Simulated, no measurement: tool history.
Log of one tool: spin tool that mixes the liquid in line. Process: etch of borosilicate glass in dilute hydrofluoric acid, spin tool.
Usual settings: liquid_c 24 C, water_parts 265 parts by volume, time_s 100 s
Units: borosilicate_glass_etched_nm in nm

| run | hour | liquid_c | water_parts | time_s | wafers since the last listed run | hours since the thermometer was replaced | hours since the hydrofluoric acid flow meter was replaced | hours since the gauge calibration | read-back film thickness of the borosilicate glass reference wafer, read on the same gauge (nm) | borosilicate_glass_etched_nm |
|---|---|---|---|---|---|---|---|---|---|---|
| 1 | 0 | 24 | 265 | 100 | 0 | 698.7 | 1559.7 | 243.1 | 149.99 | 8.86 |
| 2 | 11 | 24 | 265 | 100 | 125 | 709.7 | 1570.7 | 254.1 | 149.98 | 8.78 |
| 3 | 26.8 | 24 | 265 | 100 | 180 | 725.5 | 1586.5 | 269.9 | 150.02 | 8.9 |
| 4 | 38.9 | 24 | 265 | 100 | 138 | 737.6 | 1598.6 | 282 | 150.04 | 8.84 |
| 5 | 53.4 | 24 | 265 | 100 | 165 | 752.1 | 1613.1 | 296.5 | 150.03 | 8.83 |
| 6 | 59.8 | 24 | 265 | 100 | 73 | 758.5 | 1619.5 | 302.9 | 150.03 | 8.87 |
| 7 | 74.2 | 24 | 265 | 100 | 164 | 772.9 | 1633.9 | 317.3 | 150.01 | 8.79 |
| 8 | 88.6 | 24 | 265 | 100 | 164 | 787.3 | 1648.3 | 331.7 | 150 | 8.98 |
| 9 | 105.7 | 24 | 265 | 65 | 195 | 804.4 | 1665.4 | 348.8 | 150 | 5.81 |
| 10 | 115 | 20 | 265 | 100 | 106 | 813.7 | 1674.7 | 358.1 | 150.01 | 7.72 |
|  | 120.2 | hydrofluoric acid flow meter replaced |
| 11 | 124.3 | 20 | 265 | 100 | 94 | 823 | 4.1 | 367.4 | 150.01 | 7.71 |
| 12 | 141.1 | 20 | 265 | 100 | 192 | 839.8 | 20.9 | 384.2 | 150.02 | 7.68 |
| 13 | 155.1 | 24 | 200 | 100 | 160 | 853.8 | 34.9 | 398.2 | 150.01 | 12.68 |
| 14 | 163.3 | 24 | 200 | 100 | 93 | 862 | 43.1 | 406.4 | 149.97 | 12.55 |
| 15 | 174 | 24 | 265 | 100 | 122 | 872.7 | 53.8 | 417.1 | 150.01 | 8.85 |
| 16 | 184.8 | 22.5 | 140 | 100 | 123 | 883.5 | 64.6 | 427.9 | 149.99 | 18.43 |
|  | 191.4 | gauge calibrated |
|  | 205.3 | thermometer replaced |
| 17 | 216.1 | 24 | 265 | 100 | 346 | 10.8 | 95.9 | 24.7 | 149.94 | 9.46 |
| 18 | 225.2 | 28 | 175 | 150 | 104 | 19.9 | 105 | 33.8 | 149.95 | 27.52 |
| 19 | 233.6 | 22.5 | 140 | 100 | 96 | 28.3 | 113.4 | 42.2 | 149.99 | 19.58 |
|  | 250.6 | thermometer replaced, repeated, since the last time left the tool worse |
| 20 | 251.1 | 24 | 155 | 75 | 188 | 0.5 | 130.9 | 59.7 | 150.01 | 12.34 |
| 21 | 260.4 | 21.5 | 150 | 100 | 106 | 9.8 | 140.2 | 69 | 149.97 | 15.47 |
| 22 | 272.3 | 19 | 380 | 100 | 136 | 21.7 | 152.1 | 80.9 | 150.01 | 4.5 |
| 23 | 289.8 | 20.5 | 305 | 100 | 200 | 39.2 | 169.6 | 98.4 | 150.01 | 6.35 |
| 24 | 298.1 | 21 | 190 | 45 | 94 | 47.5 | 177.9 | 106.7 | 150 | 5.14 |
| 25 | 310.4 | 20.5 | 210 | 100 | 140 | 59.8 | 190.2 | 119 | 150.02 | 10.11 |
| 26 | 326 | 24 | 345 | 100 | 178 | 75.4 | 205.8 | 134.6 | 149.99 | 6.14 |
| 27 | 337.3 | 25.5 | 215 | 80 | 129 | 86.7 | 217.1 | 145.9 | 149.99 | 9.42 |
| 28 | 349.6 | 19 | 145 | 155 | 140 | 99 | 229.4 | 158.2 | 149.99 | 22.92 |
| 29 | 357.3 | 25.5 | 140 | 160 | 88 | 106.7 | 237.1 | 165.9 | 150 | 31.47 |

The same runs without the tool's hidden state, with the same run-to-run variation:
The hidden state here: liquid hotter than its thermometer reads (K); hydrofluoric acid flow below the setpoint (%); gauge reads high (%).
| run | borosilicate_glass_etched_nm |
|---|---|
| 1 | 8.48 |
| 2 | 8.4 |
| 3 | 8.51 |
| 4 | 8.45 |
| 5 | 8.43 |
| 6 | 8.46 |
| 7 | 8.38 |
| 8 | 8.56 |
| 9 | 5.53 |
| 10 | 7.32 |
| 11 | 7.32 |
| 12 | 7.28 |
| 13 | 12.01 |
| 14 | 11.88 |
| 15 | 8.39 |
| 16 | 17.36 |
| 17 | 8.46 |
| 18 | 24.56 |
| 19 | 17.29 |
| 20 | 12.21 |
| 21 | 15.29 |
| 22 | 4.45 |
| 23 | 6.27 |
| 24 | 5.07 |
| 25 | 9.96 |
| 26 | 6.05 |
| 27 | 9.28 |
| 28 | 22.52 |
| 29 | 30.93 |
